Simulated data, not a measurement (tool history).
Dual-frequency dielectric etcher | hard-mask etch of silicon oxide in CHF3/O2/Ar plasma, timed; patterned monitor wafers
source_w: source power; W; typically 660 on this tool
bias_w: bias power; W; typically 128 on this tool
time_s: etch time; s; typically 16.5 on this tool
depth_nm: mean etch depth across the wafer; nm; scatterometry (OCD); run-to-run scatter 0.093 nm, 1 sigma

| run | hour | source_w | bias_w | time_s | read-back reference wafer on the same gauge, depth_nm | depth_nm |
|---|---|---|---|---|---|---|
| 1 | 0.0 | 660 | 128 | 16.5 | 32.23 | 33.05 |
| 2 | 40.2 | 660 | 128 | 16.5 | 32.17 | 33.17 |
| 3 | 67.6 | 660 | 128 | 16.5 | 32.20 | 33.15 |
| 4 | 101.5 | 660 | 128 | 16.5 | 32.20 | 33.01 |
| 5 | 149.9 | 660 | 128 | 16.5 | 32.19 | 32.89 |
| 6 | 210.2 | 660 | 128 | 16.5 | 32.16 | 32.73 |
| 7 | 253.4 | 660 | 128 | 16.5 | 32.19 | 32.68 |
| 8 | 304.2 | 700 | 128 | 16.5 | 32.20 | 33.43 |
| 9 | 374.2 | 700 | 128 | 16.5 | 32.22 | 32.98 |
| 10 | 431.8 | 660 | 107 | 16.5 | 32.23 | 30.63 |
|  | 444.0 | bias power generator calibrated |
| 11 | 490.1 | 660 | 128 | 16.5 | 32.20 | 32.15 |
|  | 543.2 | gauge calibrated |
| 12 | 555.4 | 660 | 128 | 16.5 | 32.20 | 32.06 |
|  | 589.5 | wet clean of the chamber |
|  | 613.7 | upper electrode replaced, of another model than before |
| 13 | 614.2 | 660 | 128 | 16.5 | 32.20 | 33.04 |
|  | 667.7 | source power generator calibrated |
| 14 | 668.2 | 550 | 128 | 14.0 | 32.21 | 25.08 |
| 15 | 702.4 | 660 | 96 | 19.5 | 32.17 | 33.13 |
| 16 | 729.3 | 600 | 108 | 15.0 | 32.21 | 25.83 |
| 17 | 789.3 | 740 | 128 | 16.5 | 32.18 | 34.91 |
| 18 | 814.4 | 660 | 128 | 16.5 | 32.19 | 32.83 |
| 19 | 866.8 | 660 | 128 | 16.5 | 32.22 | 32.59 |
| 20 | 900.6 | 660 | 128 | 16.5 | 32.18 | 32.68 |
| 21 | 928.9 | 660 | 128 | 16.5 | 32.21 | 32.54 |
| 22 | 984.2 | 660 | 128 | 16.5 | 32.21 | 32.24 |
| 23 | 1037.8 | 660 | 128 | 16.5 | 32.21 | 32.40 |
| 24 | 1106.8 | 550 | 96 | 19.5 | 32.20 | 29.16 |
| 25 | 1170.3 | 710 | 128 | 16.5 | 32.21 | 33.34 |
| 26 | 1213.5 | 660 | 108 | 16.5 | 32.20 | 29.25 |
|  | 1261.7 | wet clean of the chamber |
| 27 | 1262.2 | 660 | 109 | 18.0 | 32.20 | 33.20 |
| 28 | 1288.5 | 580 | 138 | 16.5 | 32.18 | 32.07 |
| 29 | 1319.5 | 760 | 102 | 13.0 | 32.18 | 24.86 |
| 30 | 1364.3 | 660 | 128 | 16.5 | 32.22 | 33.13 |

For each run, the measured value with the value that run would have given without the tool's hidden condition subtracted. The run-to-run variation is shared by both, the gauge scatter possibly not:
Unlogged tool condition in this case: etch rate over this chamber's usual, %; source power that arrives over what is set, %; bias power that arrives over what is set, %; gauge reads high (%).
| run | depth_nm |
|---|---|
| 1 | -0.09 |
| 2 | -0.15 |
| 3 | -0.21 |
| 4 | -0.27 |
| 5 | -0.36 |
| 6 | -0.47 |
| 7 | -0.55 |
| 8 | -0.66 |
| 9 | -0.79 |
| 10 | -0.84 |
| 11 | -0.98 |
| 12 | -1.11 |
| 13 | -0.13 |
| 14 | -0.17 |
| 15 | -0.29 |
| 16 | -0.26 |
| 17 | -0.47 |
| 18 | -0.49 |
| 19 | -0.58 |
| 20 | -0.65 |
| 21 | -0.71 |
| 22 | -0.80 |
| 23 | -0.91 |
| 24 | -0.93 |
| 25 | -1.20 |
| 26 | -1.12 |
| 27 | -0.08 |
| 28 | -0.12 |
| 29 | -0.13 |
| 30 | -0.26 |
